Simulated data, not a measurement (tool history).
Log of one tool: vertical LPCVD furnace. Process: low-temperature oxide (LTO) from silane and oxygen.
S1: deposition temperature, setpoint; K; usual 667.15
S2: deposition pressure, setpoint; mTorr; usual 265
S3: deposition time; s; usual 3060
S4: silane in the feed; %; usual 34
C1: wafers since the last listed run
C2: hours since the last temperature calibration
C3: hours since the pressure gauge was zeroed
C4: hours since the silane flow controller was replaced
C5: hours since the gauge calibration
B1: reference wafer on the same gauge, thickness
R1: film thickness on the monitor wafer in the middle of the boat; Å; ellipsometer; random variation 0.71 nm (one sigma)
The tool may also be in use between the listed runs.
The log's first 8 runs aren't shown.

run     day      S1   S2    S3  S4   C1      C2      C3      C4     C5      B1      R1
  9   6.508  663.15  265  3060  34  166  4216.2  3895.6  6686.5  437.7  402.97  4424.6
 10   7.275  663.15  265  3060  34  183  4234.6  3914.0  6704.9  456.1  403.33  4428.7
      8.988  -- silane flow controller replaced
 11   9.008  663.15  265  3060  34  175  4276.2  3955.6     0.5  497.7  403.12  4411.2
 12   9.346  667.15  265  3060  34   80  4284.3  3963.7     8.6  505.8  402.97  4645.7
 13  10.183  667.15  265  3060  34  200  4304.4  3983.8    28.7  525.9  402.83  4634.7
 14  10.979  667.15  265  3060  34  190  4323.5  4002.9    47.8  545.0  403.07  4645.3
     11.058  -- gauge calibrated
     13.112  -- thermocouples replaced and temperature profile calibrated
 15  13.133  667.15  265  3060  34  276     0.5  4054.6    99.5   49.8  403.47  4424.7
 16  13.362  663.15  265  3060  34   54     6.0  4060.1   105.0   55.3  403.30  4216.0
     14.529  -- pressure gauge zeroed
 17  14.550  661.15  295  3420  34   44    34.5     0.5   133.5   83.8  403.33  5124.7
 18  14.908  667.15  265  3060  34   85    43.1     9.1   142.1   92.4  403.09  4443.7
 19  16.042  667.15  265  3060  34  271    70.3    36.3   169.3  119.6  402.79  4436.5
 20  16.571  667.15  265  2280  34  126    83.0    49.0   182.0  132.3  402.72  3315.4
 21  17.775  674.15  265  3060  30  288   111.9    77.9   210.9  161.2  403.09  4053.4
 22  18.654  667.15  330  3060  34  210   133.0    99.0   232.0  182.3  402.94  5559.9
 23  19.325  659.15  230  2010  30  160   149.1   115.1   248.1  198.4  402.98  1925.0
 24  20.142  660.15  265  2490  34  195   168.7   134.7   267.7  218.0  402.95  3338.8
 25  21.396  660.15  330  3060  28  300   198.8   164.8   297.8  248.1  403.05  3829.1
 26  22.004  667.15  235  4080  34  145   213.4   179.4   312.4  262.7  402.93  5290.3
 27  23.217  667.15  265  3060  34  290   242.5   208.5   341.5  291.8  402.95  4470.0
 28  24.617  667.15  265  3630  34  335   276.1   242.1   375.1  325.4  402.90  5310.5
 29  25.183  667.15  265  3060  34  135   289.7   255.7   388.7  339.0  403.09  4480.6
 30  27.550  667.15  265  3060  38  566   346.5   312.5   445.5  395.8  402.97  5186.0
 31  28.217  667.15  265  3060  34  159   362.5   328.5   461.5  411.8  402.99  4469.8

Forecast each of these 4 alternatives for the next run:
  A  28.450  667.15  245  3060  34  55  368.1  334.1  467.1  417.4   ?   ?
  B  28.450  660.15  265  3060  34  55  368.1  334.1  467.1  417.4   ?   ?
  C  28.450  676.15  225  2280  34  55  368.1  334.1  467.1  417.4   ?   ?
  D  28.450  667.15  250  3060  31  55  368.1  334.1  467.1  417.4   ?   ?

run      B1      R1
  A  402.85  4149.4
  B  402.85  4129.0
  C  402.85  3150.4
  D  402.85  3715.6
Without the tool's hidden state the same runs would have given:
run      R1
  A  4078.8
  B  4056.7
  C  3098.6
  D  3650.9

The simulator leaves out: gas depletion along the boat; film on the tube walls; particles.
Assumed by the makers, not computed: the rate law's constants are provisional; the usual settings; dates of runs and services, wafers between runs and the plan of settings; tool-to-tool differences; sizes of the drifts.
